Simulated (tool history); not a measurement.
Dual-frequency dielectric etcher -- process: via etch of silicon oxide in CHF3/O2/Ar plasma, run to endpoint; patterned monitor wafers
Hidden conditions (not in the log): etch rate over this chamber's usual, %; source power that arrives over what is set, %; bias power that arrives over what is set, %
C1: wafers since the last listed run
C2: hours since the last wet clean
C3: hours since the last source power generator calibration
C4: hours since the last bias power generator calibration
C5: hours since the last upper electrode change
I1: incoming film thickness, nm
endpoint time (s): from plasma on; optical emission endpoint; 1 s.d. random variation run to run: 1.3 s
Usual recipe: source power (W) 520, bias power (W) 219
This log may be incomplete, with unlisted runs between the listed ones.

Run 1, day 0: usual settings; C1 0; C2 368.8; C3 2522.6; C4 267.4; C5 631; I1 623.5. Result: endpoint time (s) 328.6.
Run 2, day 2.292: usual settings; C1 226; C2 423.8; C3 2577.6; C4 322.4; C5 686; I1 629.1. Result: endpoint time (s) 332.3.
Run 3, day 6.229: usual settings; C1 390; C2 518.3; C3 2672.1; C4 416.9; C5 780.5; I1 627.8. Result: endpoint time (s) 335.2.
Run 4, day 9.929: usual settings; C1 366; C2 607.1; C3 2760.9; C4 505.7; C5 869.3; I1 631. Result: endpoint time (s) 335.9.
At day 12.538: wet clean of the chamber.
Run 5, day 17.929: usual settings; C1 693; C2 129.4; C3 2952.9; C4 697.7; C5 1061.3; I1 631.1. Result: endpoint time (s) 329.2.
Run 6, day 20.967: usual settings; C1 300; C2 202.3; C3 3025.8; C4 770.6; C5 1134.2; I1 633.5. Result: endpoint time (s) 333.4.
Run 7, day 22.721: usual settings; C1 173; C2 244.4; C3 3067.9; C4 812.7; C5 1176.3; I1 627.5. Result: endpoint time (s) 330.2.
Run 8, day 24.375: usual settings; C1 163; C2 284.1; C3 3107.6; C4 852.4; C5 1216; I1 631.2. Result: endpoint time (s) 333.
At day 26.212: source power generator calibrated.
Run 9, day 26.779: usual settings; C1 221; C2 341.8; C3 13.6; C4 910.1; C5 1273.7; I1 624.3. Result: endpoint time (s) 323.7.
Run 10, day 28.733: usual settings; C1 193; C2 388.7; C3 60.5; C4 957; C5 1320.6; I1 629.1. Result: endpoint time (s) 326.
Run 11, day 30.342: usual settings but source power (W) 450; C1 159; C2 427.3; C3 99.1; C4 995.6; C5 1359.2; I1 630.4. Result: endpoint time (s) 344.
Run 12, day 32.462: usual settings but source power (W) 450; C1 210; C2 478.2; C3 150; C4 1046.5; C5 1410.1; I1 633.7. Result: endpoint time (s) 344.7.
At day 34.083: wet clean of the chamber.
Run 13, day 35.871: usual settings but source power (W) 620; C1 238; C2 42.9; C3 231.8; C4 1128.3; C5 1491.9; I1 631.6. Result: endpoint time (s) 309.5.
Run 14, day 38.458: usual settings but source power (W) 440; C1 256; C2 105; C3 293.9; C4 1190.4; C5 1554; I1 626.5. Result: endpoint time (s) 340.4.
Run 15, day 41.829: usual settings but source power (W) 440; C1 333; C2 185.9; C3 374.8; C4 1271.3; C5 1634.9; I1 628.3. Result: endpoint time (s) 342.8.
Run 16, day 54.717: usual settings; C1 1276; C2 495.2; C3 684.1; C4 1580.6; C5 1944.2; I1 631.9. Result: endpoint time (s) 329.6.
At day 58.138: wet clean of the chamber.
Run 17, day 58.529: usual settings but source power (W) 650, bias power (W) 252; C1 278; C2 9.4; C3 775.6; C4 1672.1; C5 2035.7; I1 633.8. Result: endpoint time (s) 292.7.
Run 18, day 60.238: usual settings; C1 169; C2 50.4; C3 816.6; C4 1713.1; C5 2076.7; I1 633.1. Result: endpoint time (s) 330.1.
At day 64.671: upper electrode replaced.
Run 19, day 64.692: usual settings but source power (W) 400, bias power (W) 263; C1 342; C2 157.3; C3 923.5; C4 1820; C5 0.5; I1 625.1. Result: endpoint time (s) 330.3.
Run 20, day 66.867: usual settings but source power (W) 630, bias power (W) 203; C1 215; C2 209.5; C3 975.7; C4 1872.2; C5 52.7; I1 630. Result: endpoint time (s) 322.4.
Run 21, day 71.296: usual settings; C1 438; C2 315.8; C3 1082; C4 1978.5; C5 159; I1 632.1. Result: endpoint time (s) 333.6.
Run 22, day 75.588: usual settings but bias power (W) 185; C1 425; C2 418.8; C3 1185; C4 2081.5; C5 262; I1 627.4. Result: endpoint time (s) 357.4.
Run 23, day 78.629: usual settings but source power (W) 560; C1 301; C2 491.8; C3 1258; C4 2154.5; C5 335; I1 623.7. Result: endpoint time (s) 325.1.
At day 79.342: bias power generator calibrated.
Run 24, day 81.138: usual settings but source power (W) 400, bias power (W) 262; C1 231; C2 552; C3 1318.2; C4 43.1; C5 395.2; I1 626.3. Result: endpoint time (s) 336.6.
At day 84.858: wet clean of the chamber.
Run 25, day 84.879: usual settings but bias power (W) 260; C1 271; C2 0.5; C3 1408; C4 132.9; C5 485; I1 630. Result: endpoint time (s) 306.
Run 26, day 87.546: usual settings but bias power (W) 186; C1 264; C2 64.5; C3 1472; C4 196.9; C5 549; I1 634.9. Result: endpoint time (s) 353.1.
Run 27, day 90.867: usual settings; C1 328; C2 144.2; C3 1551.7; C4 276.6; C5 628.7; I1 632.1. Result: endpoint time (s) 333.5.
Run 28, day 94.171: usual settings but bias power (W) 185; C1 327; C2 223.5; C3 1631; C4 355.9; C5 708; I1 633.1. Result: endpoint time (s) 357.7.
Run 29, day 98.408: usual settings; C1 419; C2 325.2; C3 1732.7; C4 457.6; C5 809.7; I1 627.2. Result: endpoint time (s) 332.7.
Run 30, day 101.817: usual settings but source power (W) 630, bias power (W) 266; C1 337; C2 407; C3 1814.5; C4 539.4; C5 891.5; I1 638.1. Result: endpoint time (s) 293.6.
Run 31, day 104.688: usual settings but source power (W) 610; C1 284; C2 475.9; C3 1883.4; C4 608.3; C5 960.4; I1 625. Result: endpoint time (s) 312.4.
Run 32, day 107.3: usual settings; C1 258; C2 538.6; C3 1946.1; C4 671; C5 1023.1; I1 626.2. Result: endpoint time (s) 334.7.
Run 33, day 109.092: usual settings but bias power (W) 190; C1 177; C2 581.6; C3 1989.1; C4 714; C5 1066.1; I1 633.7. Result: endpoint time (s) 360.1.
At day 111.958: wet clean of the chamber.
Run 34, day 112.008: usual settings; C1 189; C2 1.2; C3 2059.1; C4 784; C5 1136.1; I1 630.5. Result: endpoint time (s) 330.6.

Forecast each of these 5 alternatives for the next run:
Run A, day 112.029: usual settings but bias power (W) 178; C1 2; C2 1.7; C3 2059.6; C4 784.5; C5 1136.6; I1 622.1. Result: endpoint time (s) ?.
Run B, day 112.029: usual settings but bias power (W) 255; C1 2; C2 1.7; C3 2059.6; C4 784.5; C5 1136.6; I1 622.1. Result: endpoint time (s) ?.
Run C, day 112.029: usual settings but source power (W) 450, bias power (W) 269; C1 2; C2 1.7; C3 2059.6; C4 784.5; C5 1136.6; I1 622.1. Result: endpoint time (s) ?.
Run D, day 112.029: usual settings but source power (W) 600, bias power (W) 236; C1 2; C2 1.7; C3 2059.6; C4 784.5; C5 1136.6; I1 622.1. Result: endpoint time (s) ?.
Run E, day 112.029: usual settings but bias power (W) 244; C1 2; C2 1.7; C3 2059.6; C4 784.5; C5 1136.6; I1 622.1. Result: endpoint time (s) ?.

run  endpoint time (s)
  A              353.9
  B              306.4
  C              313.1
  D              302.4
  E              311.9
What these runs would have given with no unlogged condition in the tool:
run  endpoint time (s)
  A              348.1
  B              301.4
  C              308.1
  D              297.5
  E              306.9

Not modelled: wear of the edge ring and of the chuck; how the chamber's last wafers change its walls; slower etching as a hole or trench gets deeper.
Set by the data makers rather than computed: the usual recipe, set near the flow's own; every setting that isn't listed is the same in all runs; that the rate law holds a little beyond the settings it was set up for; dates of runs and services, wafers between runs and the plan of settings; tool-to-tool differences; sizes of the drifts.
